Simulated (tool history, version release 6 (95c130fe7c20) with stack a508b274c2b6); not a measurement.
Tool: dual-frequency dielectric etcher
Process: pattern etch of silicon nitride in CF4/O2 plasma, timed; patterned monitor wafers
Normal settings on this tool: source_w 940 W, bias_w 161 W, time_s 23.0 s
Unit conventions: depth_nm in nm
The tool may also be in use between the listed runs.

run   hour  source_w  bias_w  time_s  wafers since the last listed run  hours since the last wet clean  hours since the last source power generator calibration  hours since the last bias power generator calibration  hours since the last upper electrode change  hours since the gauge calibration  read-back reference wafer on the same gauge, depth_nm  depth_nm
  1    0.0       810     172    23.0                                 0                           318.9                                                   3838.8                                                 2217.6                                       3629.8                              108.3                                                   80.2      69.2
  2   11.9       890     161    23.0                               247                           330.8                                                   3850.7                                                 2229.5                                       3641.7                              120.2                                                   80.3      73.9
  3   22.2       940     138    23.0                               213                           341.1                                                   3861.0                                                 2239.8                                       3652.0                              130.5                                                   80.4      75.4
  4   35.3       940     161    23.0                               272                           354.2                                                   3874.1                                                 2252.9                                       3665.1                              143.6                                                   80.3      78.1
  5   43.7       940     161    23.0                               174                           362.6                                                   3882.5                                                 2261.3                                       3673.5                              152.0                                                   80.3      78.4
  6   60.2       940     161    23.0                               342                           379.1                                                   3899.0                                                 2277.8                                       3690.0                              168.5                                                   80.3      78.5
      83.4  -- gauge calibrated
      90.4  -- wet clean of the chamber
     102.0  -- source power generator calibrated
     103.0  -- upper electrode replaced
  7  103.5       940     161    23.0                               296                            13.1                                                      1.5                                                 2321.1                                          0.5                               20.1                                                   80.3      70.3
  8  103.8       940     150    17.0                                 6                            13.4                                                      1.8                                                 2321.4                                          0.8                               20.4                                                   80.3      51.1
  9  104.2       940     161    26.0                                 8                            13.8                                                      2.2                                                 2321.8                                          1.2                               20.8                                                   80.3      80.1
     115.6  -- bias power generator calibrated
     132.2  -- wet clean of the chamber, repeated, since the last time left the tool worse
 10  132.7       760     161    23.0                               163                             0.5                                                     30.7                                                   17.1                                         29.7                               49.3                                                   80.3      61.1
 11  133.0       940     161    23.0                                 6                             0.8                                                     31.0                                                   17.4                                         30.0                               49.6                                                   80.3      75.9
 12  135.5       940     126    28.5                                51                             3.3                                                     33.5                                                   19.9                                         32.5                               52.1                                                   80.3      88.1
 13  152.4       810     195    23.0                               350                            20.2                                                     50.4                                                   36.8                                         49.4                               69.0                                                   80.3      68.8
 14  158.8       760     187    30.0                               132                            26.6                                                     56.8                                                   43.2                                         55.8                               75.4                                                   80.3      83.3
 15  169.0       940     161    23.0                               211                            36.8                                                     67.0                                                   53.4                                         66.0                               85.6                                                   80.3      76.5

Forecast each of these 4 alternatives for the next run:
  A  169.4       940     189    23.0                                 8                            37.2                                                     67.4                                                   53.8                                         66.4                               86.0                                                      ?         ?
  B  169.4      1150     161    18.0                                 8                            37.2                                                     67.4                                                   53.8                                         66.4                               86.0                                                      ?         ?
  C  169.4      1100     161    29.0                                 8                            37.2                                                     67.4                                                   53.8                                         66.4                               86.0                                                      ?         ?
  D  169.4       940     198    30.0                                 8                            37.2                                                     67.4                                                   53.8                                         66.4                               86.0                                                      ?         ?

run  read-back reference wafer on the same gauge, depth_nm  depth_nm
  A                                                   80.3      79.8
  B                                                   80.3      72.8
  C                                                   80.3     112.2
  D                                                   80.3     105.6
Had the tool no hidden state, the same runs would have come out as:
run  depth_nm
  A      79.5
  B      72.5
  C     111.8
  D     105.2
